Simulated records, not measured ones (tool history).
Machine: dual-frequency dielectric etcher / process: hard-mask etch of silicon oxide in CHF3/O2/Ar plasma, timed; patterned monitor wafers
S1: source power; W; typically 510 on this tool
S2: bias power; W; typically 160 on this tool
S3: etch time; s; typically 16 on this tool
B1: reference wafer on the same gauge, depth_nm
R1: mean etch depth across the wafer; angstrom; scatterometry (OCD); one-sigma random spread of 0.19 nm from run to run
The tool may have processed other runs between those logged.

| run | day | S1 | S2 | S3 | B1 | R1 |
|---|---|---|---|---|---|---|
| 1 | 0 | 510 | 132 | 16 | 31.01 | 282 |
| 2 | 3.117 | 510 | 142 | 16 | 30.99 | 288.9 |
| 3 | 6.533 | 510 | 160 | 17.5 | 30.99 | 332.7 |
|  | 10.696 | wet clean of the chamber |
| 4 | 10.717 | 510 | 160 | 17.5 | 31 | 327.8 |
| 5 | 11.633 | 510 | 160 | 17.5 | 30.97 | 331.8 |
|  | 12.829 | source power generator calibrated |
| 6 | 15.942 | 510 | 160 | 16 | 31.01 | 300.7 |
|  | 15.983 | gauge calibrated |
| 7 | 17.546 | 510 | 160 | 16 | 31.01 | 302 |
| 8 | 21.658 | 510 | 160 | 16 | 30.97 | 300.3 |
| 9 | 25.562 | 390 | 160 | 16 | 30.98 | 274.2 |
| 10 | 28.625 | 510 | 160 | 16 | 30.99 | 301 |
|  | 31.112 | upper electrode replaced |
| 11 | 32.433 | 430 | 160 | 16 | 31.01 | 283.1 |
|  | 34.083 | wet clean of the chamber |
| 12 | 36.229 | 510 | 160 | 16 | 31 | 302.3 |
| 13 | 39.875 | 510 | 160 | 16 | 30.99 | 302 |
|  | 40.529 | bias power generator calibrated |
| 14 | 42.342 | 600 | 193 | 18.5 | 30.98 | 386.9 |
| 15 | 45.054 | 600 | 160 | 17.5 | 31.01 | 347.2 |
| 16 | 49.254 | 510 | 160 | 13 | 31 | 244.4 |
| 17 | 52.629 | 610 | 177 | 17.5 | 31.03 | 363.2 |
| 18 | 54.721 | 510 | 188 | 16 | 30.96 | 319.6 |
|  | 58.25 | wet clean of the chamber |
| 19 | 58.271 | 510 | 160 | 16 | 31 | 299.5 |
| 20 | 59.883 | 510 | 181 | 14 | 31.02 | 277.2 |
| 21 | 62.646 | 510 | 160 | 19.5 | 30.99 | 368.9 |
| 22 | 65.262 | 510 | 160 | 18.5 | 30.98 | 348.5 |
| 23 | 66.962 | 470 | 160 | 20 | 31.01 | 364.5 |
| 24 | 70.083 | 550 | 177 | 20 | 31.01 | 398 |
| 25 | 72.579 | 510 | 124 | 14 | 30.98 | 242.2 |
|  | 75.254 | gauge calibrated |
| 26 | 75.529 | 570 | 173 | 19 | 30.94 | 384.3 |
| 27 | 79.271 | 510 | 160 | 16 | 31.02 | 301.4 |
|  | 81.488 | wet clean of the chamber |
| 28 | 83.288 | 600 | 185 | 13 | 31 | 269.7 |
| 29 | 87.471 | 510 | 194 | 16 | 31.02 | 319.1 |

Alternative continuations, all from the tool just after run 29; predict every row:
| A | 87.488 | 510 | 160 | 16 | ? | ? |
| B | 87.488 | 620 | 176 | 16 | ? | ? |
| C | 87.488 | 510 | 131 | 11.5 | ? | ? |
| D | 87.488 | 420 | 175 | 16 | ? | ? |
| E | 87.488 | 610 | 123 | 16 | ? | ? |

| run | B1 | R1 |
|---|---|---|
| A | 31.06 | 302.1 |
| B | 31.06 | 334 |
| C | 31.06 | 203.8 |
| D | 31.06 | 290.7 |
| E | 31.06 | 296.7 |
The same runs, with their run-to-run variation unchanged, on a tool lacking any hidden condition would have given:
| run | R1 |
|---|---|
| A | 302.1 |
| B | 334 |
| C | 203.8 |
| D | 290.7 |
| E | 296.7 |
